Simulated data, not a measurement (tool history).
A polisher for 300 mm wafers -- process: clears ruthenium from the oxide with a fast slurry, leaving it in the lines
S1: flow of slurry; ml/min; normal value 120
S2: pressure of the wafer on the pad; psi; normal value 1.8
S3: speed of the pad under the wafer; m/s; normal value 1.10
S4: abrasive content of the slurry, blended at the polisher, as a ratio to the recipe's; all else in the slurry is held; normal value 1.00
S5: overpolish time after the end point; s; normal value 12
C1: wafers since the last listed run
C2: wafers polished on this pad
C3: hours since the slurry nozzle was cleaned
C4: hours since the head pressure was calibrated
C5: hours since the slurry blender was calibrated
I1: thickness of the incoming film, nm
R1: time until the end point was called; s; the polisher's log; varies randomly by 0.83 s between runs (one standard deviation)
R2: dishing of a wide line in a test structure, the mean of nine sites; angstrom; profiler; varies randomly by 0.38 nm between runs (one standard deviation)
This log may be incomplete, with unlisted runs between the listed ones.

Run 1, day 0.000: usual settings; C1 0; C2 163; C3 338.9; C4 122.7; C5 32.2; I1 150.4. Result: R1 58.8 s, R2 180 angstrom.
Run 2, day 1.292: usual settings but S2 1.7 psi; C1 320; C2 483; C3 369.9; C4 153.7; C5 63.2; I1 151.6. Result: R1 62.8 s, R2 176 angstrom.
Run 3, day 5.242: usual settings; C1 980; C2 1463; C3 464.7; C4 248.5; C5 158.0; I1 150.2. Result: R1 62.6 s, R2 172 angstrom.
At day 6.483: worn pad replaced by a new one.
Run 4, day 7.896: usual settings; C1 617; C2 350; C3 528.4; C4 312.2; C5 221.7; I1 151.2. Result: R1 63.2 s, R2 176 angstrom.
Run 5, day 10.875: usual settings; C1 739; C2 1089; C3 599.9; C4 383.7; C5 293.2; I1 151.2. Result: R1 64.7 s, R2 175 angstrom.
At day 13.079: worn pad replaced by a new one.
Run 6, day 16.988: usual settings but S3 1.28 m/s; C1 1475; C2 970; C3 746.6; C4 530.4; C5 439.9; I1 150.0. Result: R1 53.9 s, R2 193 angstrom.
At day 17.921: slurry blender recalibrated.
Run 7, day 18.621: usual settings but S3 1.28 m/s; C1 384; C2 1354; C3 785.8; C4 569.6; C5 16.8; I1 151.6. Result: R1 65.3 s, R2 171 angstrom.
At day 20.075: worn pad replaced by a new one.
Run 8, day 20.562: usual settings but S3 1.28 m/s; C1 440; C2 120; C3 832.4; C4 616.2; C5 63.4; I1 149.4. Result: R1 66.6 s, R2 163 angstrom.
At day 21.704: head pressure recalibrated.
At day 22.658: slurry blender recalibrated, repeated, since the last time left the tool worse.
Run 9, day 23.112: usual settings but S3 0.88 m/s; C1 591; C2 711; C3 893.6; C4 33.8; C5 10.9; I1 150.0. Result: R1 71.0 s, R2 163 angstrom.
Run 10, day 25.692: usual settings but S1 105 ml/min, S2 2.2 psi, S4 0.80, S5 15 s; C1 639; C2 1351; C3 955.5; C4 95.7; C5 72.8; I1 148.1. Result: R1 56.0 s, R2 209 angstrom.
At day 27.179: slurry nozzle cleaned.
At day 27.362: worn pad replaced by a new one.
Run 11, day 27.383: usual settings but S1 90 ml/min, S2 1.4 psi, S3 1.44 m/s, S4 1.25; C1 368; C2 5; C3 4.9; C4 136.3; C5 113.4; I1 149.7. Result: R1 55.2 s, R2 188 angstrom.
Run 12, day 28.721: usual settings but S3 1.28 m/s; C1 331; C2 337; C3 37.0; C4 168.4; C5 145.5; I1 148.3. Result: R1 51.3 s, R2 197 angstrom.
Run 13, day 29.862: usual settings; C1 283; C2 620; C3 64.4; C4 195.8; C5 172.9; I1 147.1. Result: R1 61.1 s, R2 176 angstrom.
Run 14, day 31.417: usual settings but S1 160 ml/min, S3 1.44 m/s; C1 385; C2 1006; C3 101.7; C4 233.1; C5 210.2; I1 149.0. Result: R1 43.6 s, R2 219 angstrom.
Run 15, day 34.075: usual settings; C1 659; C2 1665; C3 165.5; C4 296.9; C5 274.0; I1 152.3. Result: R1 62.0 s, R2 176 angstrom.

Expected results for the next run?
At day 35.483: worn pad replaced by a new one.
Run 16, day 35.746: usual settings but S5 9 s; C1 373; C2 64; C3 205.6; C4 337.0; C5 314.1; I1 151.5. Result: R1 ?, R2 ?.

{"run 16": {"R1": 61.1, "R2": 143}}
Without the tool's hidden state the same run would have given R1 55.0 s, R2 154 angstrom.

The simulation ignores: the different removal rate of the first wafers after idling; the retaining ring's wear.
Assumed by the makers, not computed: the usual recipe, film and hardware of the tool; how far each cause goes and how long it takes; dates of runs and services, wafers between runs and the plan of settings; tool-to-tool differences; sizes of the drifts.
